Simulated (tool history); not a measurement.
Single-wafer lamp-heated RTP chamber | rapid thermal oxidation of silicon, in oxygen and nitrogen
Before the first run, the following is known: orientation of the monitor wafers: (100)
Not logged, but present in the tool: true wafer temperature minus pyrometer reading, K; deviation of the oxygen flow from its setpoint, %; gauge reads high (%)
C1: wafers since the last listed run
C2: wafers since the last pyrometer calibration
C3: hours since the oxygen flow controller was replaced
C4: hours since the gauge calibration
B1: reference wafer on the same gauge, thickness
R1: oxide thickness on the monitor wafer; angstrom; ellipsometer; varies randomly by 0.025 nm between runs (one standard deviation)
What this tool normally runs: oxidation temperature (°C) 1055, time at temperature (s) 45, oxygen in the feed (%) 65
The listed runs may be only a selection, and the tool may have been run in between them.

Run 1, day 0.000: usual settings but time at temperature (s) 54, oxygen in the feed (%) 45; C1 0; C2 444; C3 2812.1; C4 1458.2; B1 7.055. Result: R1 61.66 angstrom.
Run 2, day 4.375: usual settings but time at temperature (s) 54, oxygen in the feed (%) 45; C1 701; C2 1146; C3 2917.1; C4 1563.2; B1 7.060. Result: R1 62.55 angstrom.
Run 3, day 8.312: usual settings but time at temperature (s) 54, oxygen in the feed (%) 45; C1 631; C2 1778; C3 3011.6; C4 1657.7; B1 7.056. Result: R1 62.62 angstrom.
Run 4, day 10.225: usual settings; C1 306; C2 2084; C3 3057.5; C4 1703.6; B1 7.057. Result: R1 65.91 angstrom.
Run 5, day 13.088: usual settings but oxidation temperature (°C) 1048, oxygen in the feed (%) 80; C1 459; C2 2544; C3 3126.2; C4 1772.3; B1 7.056. Result: R1 68.70 angstrom.
Run 6, day 14.646: usual settings but oxidation temperature (°C) 1048, oxygen in the feed (%) 80; C1 250; C2 2794; C3 3163.6; C4 1809.7; B1 7.050. Result: R1 68.43 angstrom.
Run 7, day 18.446: usual settings but oxidation temperature (°C) 1048, oxygen in the feed (%) 80; C1 609; C2 3403; C3 3254.8; C4 1900.9; B1 7.057. Result: R1 68.96 angstrom.
Run 8, day 22.571: usual settings but oxidation temperature (°C) 1063; C1 661; C2 4065; C3 3353.8; C4 1999.9; B1 7.062. Result: R1 71.29 angstrom.
At day 25.775: pyrometer window cleaned and pyrometer calibrated.
Run 9, day 26.108: usual settings but oxidation temperature (°C) 1063; C1 514; C2 53; C3 3438.7; C4 2084.8; B1 7.064. Result: R1 68.02 angstrom.
Run 10, day 29.638: usual settings but oxidation temperature (°C) 1063; C1 566; C2 619; C3 3523.4; C4 2169.5; B1 7.058. Result: R1 68.23 angstrom.
Run 11, day 40.042: usual settings but time at temperature (s) 34; C1 1669; C2 2289; C3 3773.1; C4 2419.2; B1 7.054. Result: R1 58.68 angstrom.
Run 12, day 43.983: usual settings but time at temperature (s) 34; C1 632; C2 2921; C3 3867.7; C4 2513.8; B1 7.060. Result: R1 59.16 angstrom.
Run 13, day 46.808: usual settings but oxygen in the feed (%) 88; C1 453; C2 3374; C3 3935.5; C4 2581.6; B1 7.062. Result: R1 74.69 angstrom.
Run 14, day 48.658: usual settings but oxygen in the feed (%) 88; C1 296; C2 3671; C3 3979.9; C4 2626.0; B1 7.059. Result: R1 75.22 angstrom.
At day 54.392: pyrometer window cleaned and pyrometer calibrated.
Run 15, day 54.492: usual settings but oxygen in the feed (%) 56; C1 882; C2 15; C3 4119.9; C4 2766.0; B1 7.061. Result: R1 60.74 angstrom.
Run 16, day 57.767: usual settings but oxygen in the feed (%) 56; C1 525; C2 541; C3 4198.5; C4 2844.6; B1 7.054. Result: R1 61.43 angstrom.
Run 17, day 60.962: usual settings but oxygen in the feed (%) 56; C1 512; C2 1054; C3 4275.2; C4 2921.3; B1 7.062. Result: R1 61.30 angstrom.
Run 18, day 62.700: usual settings; C1 278; C2 1332; C3 4316.9; C4 2963.0; B1 7.061. Result: R1 64.97 angstrom.
Run 19, day 65.542: usual settings; C1 455; C2 1788; C3 4385.1; C4 3031.2; B1 7.061. Result: R1 65.59 angstrom.
Run 20, day 67.862: usual settings but time at temperature (s) 30, oxygen in the feed (%) 53; C1 372; C2 2161; C3 4440.8; C4 3086.9; B1 7.055. Result: R1 51.98 angstrom.
Run 21, day 70.283: usual settings; C1 388; C2 2549; C3 4498.9; C4 3145.0; B1 7.062. Result: R1 66.49 angstrom.
At day 78.196: pyrometer window cleaned and pyrometer calibrated.
Run 22, day 82.279: usual settings but oxidation temperature (°C) 1083, time at temperature (s) 27, oxygen in the feed (%) 56; C1 1871; C2 655; C3 4786.8; C4 3432.9; B1 7.057. Result: R1 59.30 angstrom.
Run 23, day 85.783: usual settings but oxidation temperature (°C) 1085, time at temperature (s) 64; C1 562; C2 1217; C3 4870.9; C4 3517.0; B1 7.059. Result: R1 92.45 angstrom.
Run 24, day 89.358: usual settings but oxidation temperature (°C) 1067, time at temperature (s) 59; C1 573; C2 1790; C3 4956.7; C4 3602.8; B1 7.054. Result: R1 80.35 angstrom.
At day 90.521: gauge calibrated.
Run 25, day 92.475: usual settings; C1 500; C2 2290; C3 5031.5; C4 46.9; B1 7.059. Result: R1 66.53 angstrom.
Run 26, day 94.762: usual settings but oxidation temperature (°C) 1081, time at temperature (s) 60, oxygen in the feed (%) 79; C1 366; C2 2657; C3 5086.4; C4 101.8; B1 7.064. Result: R1 96.32 angstrom.
Run 27, day 98.550: usual settings; C1 607; C2 3265; C3 5177.3; C4 192.7; B1 7.059. Result: R1 67.58 angstrom.
Run 28, day 100.729: usual settings but oxidation temperature (°C) 1039, time at temperature (s) 30; C1 349; C2 3615; C3 5229.6; C4 245.0; B1 7.059. Result: R1 50.94 angstrom.
At day 102.100: pyrometer window cleaned and pyrometer calibrated.
At day 102.229: oxygen flow controller replaced.
Run 29, day 103.542: usual settings; C1 376; C2 210; C3 31.5; C4 312.5; B1 7.063. Result: R1 64.25 angstrom.
Run 30, day 105.779: usual settings but oxidation temperature (°C) 1069; C1 358; C2 569; C3 85.2; C4 366.2; B1 7.055. Result: R1 71.12 angstrom.
Run 31, day 108.846: usual settings but oxidation temperature (°C) 1072, time at temperature (s) 63, oxygen in the feed (%) 87; C1 491; C2 1061; C3 158.8; C4 439.8; B1 7.056. Result: R1 93.68 angstrom.
Run 32, day 111.529: usual settings but oxidation temperature (°C) 1035, oxygen in the feed (%) 89; C1 430; C2 1491; C3 223.2; C4 504.2; B1 7.064. Result: R1 63.62 angstrom.
Run 33, day 115.667: usual settings but oxidation temperature (°C) 1079, oxygen in the feed (%) 93; C1 663; C2 2155; C3 322.5; C4 603.5; B1 7.058. Result: R1 88.05 angstrom.
Run 34, day 117.804: usual settings but oxidation temperature (°C) 1070, time at temperature (s) 35; C1 342; C2 2498; C3 373.8; C4 654.8; B1 7.065. Result: R1 65.97 angstrom.
Run 35, day 119.638: usual settings but oxidation temperature (°C) 1032, time at temperature (s) 63, oxygen in the feed (%) 73; C1 294; C2 2792; C3 417.8; C4 698.8; B1 7.062. Result: R1 69.05 angstrom.
Run 36, day 121.267: usual settings but oxidation temperature (°C) 1080, time at temperature (s) 30, oxygen in the feed (%) 91; C1 261; C2 3054; C3 456.9; C4 737.9; B1 7.054. Result: R1 74.51 angstrom.
Run 37, day 124.962: usual settings but oxidation temperature (°C) 1063; C1 592; C2 3647; C3 545.6; C4 826.6; B1 7.050. Result: R1 71.25 angstrom.
Run 38, day 129.283: usual settings; C1 693; C2 4340; C3 649.3; C4 930.3; B1 7.059. Result: R1 68.07 angstrom.
Run 39, day 130.896: usual settings but oxidation temperature (°C) 1076, time at temperature (s) 62, oxygen in the feed (%) 85; C1 258; C2 4599; C3 688.0; C4 969.0; B1 7.055. Result: R1 99.07 angstrom.

Selected run-to-run steps in R1, each split into two signed amounts: the part the tool would show with no hidden state at all (from settings, incoming material and random variation), and the remainder, which goes to the hidden state together with any gauge scatter not common to the measured and the hidden-state-free results:
Run 8 -> 9: pyrometer window cleaned and pyrometer calibrated. R1 -3.27 angstrom: hidden state -3.39, all else +0.12.
Run 14 -> 15: oxygen in the feed (%) 88 -> 56, pyrometer window cleaned and pyrometer calibrated. R1 -14.48 angstrom: hidden state -3.72, all else -10.76.
Run 22 -> 23: oxidation temperature (°C) 1083 -> 1085, time at temperature (s) 27 -> 64, oxygen in the feed (%) 56 -> 65. R1 +33.15 angstrom: hidden state +1.04, all else +32.11.
Run 28 -> 29: oxidation temperature (°C) 1039 -> 1055, time at temperature (s) 30 -> 45, pyrometer window cleaned and pyrometer calibrated, oxygen flow controller replaced. R1 +13.31 angstrom: hidden state -2.08, all else +15.39.
Run 31 -> 32: oxidation temperature (°C) 1072 -> 1035, time at temperature (s) 63 -> 45, oxygen in the feed (%) 87 -> 89. R1 -30.06 angstrom: hidden state -0.11, all else -29.95.
Run 38 -> 39: oxidation temperature (°C) 1055 -> 1076, time at temperature (s) 45 -> 62, oxygen in the feed (%) 65 -> 85. R1 +31.00 angstrom: hidden state +1.96, all else +29.04.
